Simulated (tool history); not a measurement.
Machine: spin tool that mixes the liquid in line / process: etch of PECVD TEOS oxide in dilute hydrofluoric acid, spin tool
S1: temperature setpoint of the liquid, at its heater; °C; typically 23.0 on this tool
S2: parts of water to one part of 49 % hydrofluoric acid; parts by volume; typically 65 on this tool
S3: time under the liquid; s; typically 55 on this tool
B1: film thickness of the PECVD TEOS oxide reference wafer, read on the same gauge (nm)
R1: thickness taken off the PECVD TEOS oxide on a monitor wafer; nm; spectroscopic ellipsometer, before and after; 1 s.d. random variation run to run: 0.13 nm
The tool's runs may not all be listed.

run 1 hour=0.0 | S1=23.0 S2=65 S3=55 | B1=120.00 | R1=14.48
run 2 hour=17.8 | S1=23.0 S2=65 S3=55 | B1=120.00 | R1=14.49
run 3 hour=30.2 | S1=23.0 S2=65 S3=55 | B1=120.01 | R1=14.65
run 4 hour=44.3 | S1=23.0 S2=65 S3=55 | B1=120.01 | R1=14.58
run 5 hour=61.8 | S1=23.0 S2=65 S3=55 | B1=119.99 | R1=14.44
run 6 hour=76.4 | S1=23.0 S2=65 S3=55 | B1=119.99 | R1=14.48
run 7 hour=99.1 | S1=23.0 S2=65 S3=55 | B1=119.98 | R1=14.37
run 8 hour=112.6 | S1=23.0 S2=65 S3=55 | B1=120.00 | R1=14.54
run 9 hour=218.6 | S1=23.0 S2=65 S3=55 | B1=119.95 | R1=14.39
run 10 hour=245.8 | S1=23.0 S2=65 S3=55 | B1=119.93 | R1=14.04
run 11 hour=260.3 | S1=23.0 S2=65 S3=55 | B1=120.05 | R1=14.12
run 12 hour=282.6 | S1=23.0 S2=65 S3=55 | B1=120.04 | R1=14.00
run 13 hour=316.0 | S1=23.0 S2=65 S3=55 | B1=120.02 | R1=14.07
run 14 hour=341.8 | S1=20.5 S2=85 S3=70 | B1=120.05 | R1=11.97
run 15 hour=357.8 | S1=23.0 S2=65 S3=55 | B1=119.95 | R1=14.17
run 16 hour=387.6 | S1=23.0 S2=45 S3=30 | B1=119.97 | R1=11.39
run 17 hour=413.5 | S1=23.0 S2=65 S3=30 | B1=120.01 | R1=7.77
run 18 hour=427.9 | S1=19.5 S2=85 S3=75 | B1=120.00 | R1=12.35
run 19 hour=459.2 | S1=23.0 S2=50 S3=35 | B1=120.02 | R1=13.06
run 20 hour=484.1 | S1=23.0 S2=65 S3=55 | B1=120.00 | R1=15.82
run 21 hour=516.0 | S1=25.5 S2=55 S3=40 | B1=119.94 | R1=14.72
run 22 hour=541.6 | S1=24.5 S2=40 S3=55 | B1=119.96 | R1=27.12
run 23 hour=571.9 | S1=26.0 S2=90 S3=65 | B1=120.03 | R1=14.31
run 24 hour=588.3 | S1=26.0 S2=90 S3=65 | B1=120.00 | R1=14.36

The log once held 3 entries between its listed runs, left out of this copy. Where does each go, and what is different about the tool's unlogged condition between the listed run before it and the listed run after it?
From run 11 to run 12: hydrofluoric acid flow meter replaced (hour 266.6)
  liquid colder than its thermometer reads (K): 2.43 -> 2.47
  measured less the result without the state, R1: -1.50 -> -1.51 nm
From run 18 to run 19: gauge calibrated (hour 434.2); thermometer replaced (hour 439.5)
  liquid colder than its thermometer reads (K): 2.75 -> 0.326
  measured less the result without the state, R1: -1.51 -> -0.18 nm
